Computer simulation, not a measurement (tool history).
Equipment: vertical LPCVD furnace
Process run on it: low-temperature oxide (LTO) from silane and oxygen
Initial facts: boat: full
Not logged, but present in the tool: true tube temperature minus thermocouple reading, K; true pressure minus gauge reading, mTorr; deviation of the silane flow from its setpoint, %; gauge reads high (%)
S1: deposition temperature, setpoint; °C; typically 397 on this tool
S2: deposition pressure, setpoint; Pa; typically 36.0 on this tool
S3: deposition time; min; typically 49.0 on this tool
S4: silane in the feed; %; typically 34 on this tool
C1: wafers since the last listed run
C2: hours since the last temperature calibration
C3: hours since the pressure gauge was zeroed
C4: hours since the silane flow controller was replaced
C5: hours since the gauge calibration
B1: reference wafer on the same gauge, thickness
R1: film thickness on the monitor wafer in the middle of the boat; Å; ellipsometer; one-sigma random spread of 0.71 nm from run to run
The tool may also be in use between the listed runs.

run	hour	S1	S2	S3	S4	C1	C2	C3	C4	C5	B1	R1
1	0.0	397	36.0	49.0	34	0	5020.7	4418.5	2301.6	534.2	410.89	4749.3
2	13.2	397	36.0	49.0	34	205	5033.9	4431.7	2314.8	547.4	410.96	4755.6
3	46.1	392	36.0	49.0	34	511	5066.8	4464.6	2347.7	580.3	411.05	4478.9
4	69.7	392	36.0	49.0	34	367	5090.4	4488.2	2371.3	603.9	411.10	4479.1
5	99.2	397	36.0	49.0	34	458	5119.9	4517.7	2400.8	633.4	410.96	4738.4
6	120.3	397	36.0	49.0	34	328	5141.0	4538.8	2421.9	654.5	411.17	4747.9
7	150.8	397	36.0	49.0	34	474	5171.5	4569.3	2452.4	685.0	411.06	4747.4
8	179.7	397	36.0	49.0	34	449	5200.4	4598.2	2481.3	713.9	411.03	4731.4
9	195.6	397	36.0	49.0	34	247	5216.3	4614.1	2497.2	729.8	411.13	4742.5
10	218.4	397	36.0	49.0	34	354	5239.1	4636.9	2520.0	752.6	411.08	4723.5
11	235.8	397	36.0	49.0	34	270	5256.5	4654.3	2537.4	770.0	410.91	4733.5
12	259.8	397	36.0	49.0	34	373	5280.5	4678.3	2561.4	794.0	411.09	4729.3
# hour 275.8: gauge calibrated
# hour 298.3: silane flow controller replaced
13	298.8	397	36.0	49.0	34	233	5319.5	4717.3	0.5	23.0	410.92	5040.0
14	304.2	397	36.0	37.0	34	83	5324.9	4722.7	5.9	28.4	411.04	3799.1
# hour 347.8: pressure gauge zeroed
15	348.3	397	36.0	68.5	39	312	5369.0	0.5	50.0	72.5	411.01	8405.8
16	359.7	387	38.7	66.5	36	177	5380.4	11.9	61.4	83.9	411.20	7081.9
# hour 466.2: thermocouples replaced and temperature profile calibrated
17	466.7	405	34.0	60.5	30	1290	0.5	118.9	168.4	190.9	411.02	5110.8
18	490.8	397	36.0	49.0	34	374	24.6	143.0	192.5	215.0	410.93	4774.2
19	509.7	397	36.0	49.0	29	293	43.5	161.9	211.4	233.9	410.83	3803.4
20	539.1	397	36.0	49.0	34	457	72.9	191.3	240.8	263.3	411.16	4775.9
21	552.3	397	36.0	49.0	34	205	86.1	204.5	254.0	276.5	410.79	4761.9
22	572.7	407	36.0	49.0	30	317	106.5	224.9	274.4	296.9	411.01	4505.2
23	593.8	397	28.7	49.0	34	328	127.6	246.0	295.5	318.0	410.95	3805.9
24	622.6	397	36.0	49.0	34	447	156.4	274.8	324.3	346.8	411.08	4773.5
25	656.3	397	36.0	68.0	34	524	190.1	308.5	358.0	380.5	410.87	6611.1
26	690.1	386	38.0	39.5	39	525	223.9	342.3	391.8	414.3	410.82	4279.0

What if the next run were any one of these 5? Each begins from the tool's condition after run 26:
A	695.6	397	36.0	49.0	34	85	229.4	347.8	397.3	419.8	?	?
B	695.6	397	36.0	49.0	36	85	229.4	347.8	397.3	419.8	?	?
C	695.6	397	36.0	34.5	34	85	229.4	347.8	397.3	419.8	?	?
D	695.6	397	32.0	54.0	31	85	229.4	347.8	397.3	419.8	?	?
E	695.6	397	38.7	31.5	34	85	229.4	347.8	397.3	419.8	?	?

run	B1	R1
A	411.13	4774.3
B	411.13	5153.3
C	411.13	3361.5
D	411.13	4108.7
E	411.13	3296.5
The same runs, with their run-to-run variation unchanged, on a tool lacking any hidden condition would have given:
run	R1
A	4720.5
B	5097.7
C	3323.6
D	4059.5
E	3259.4
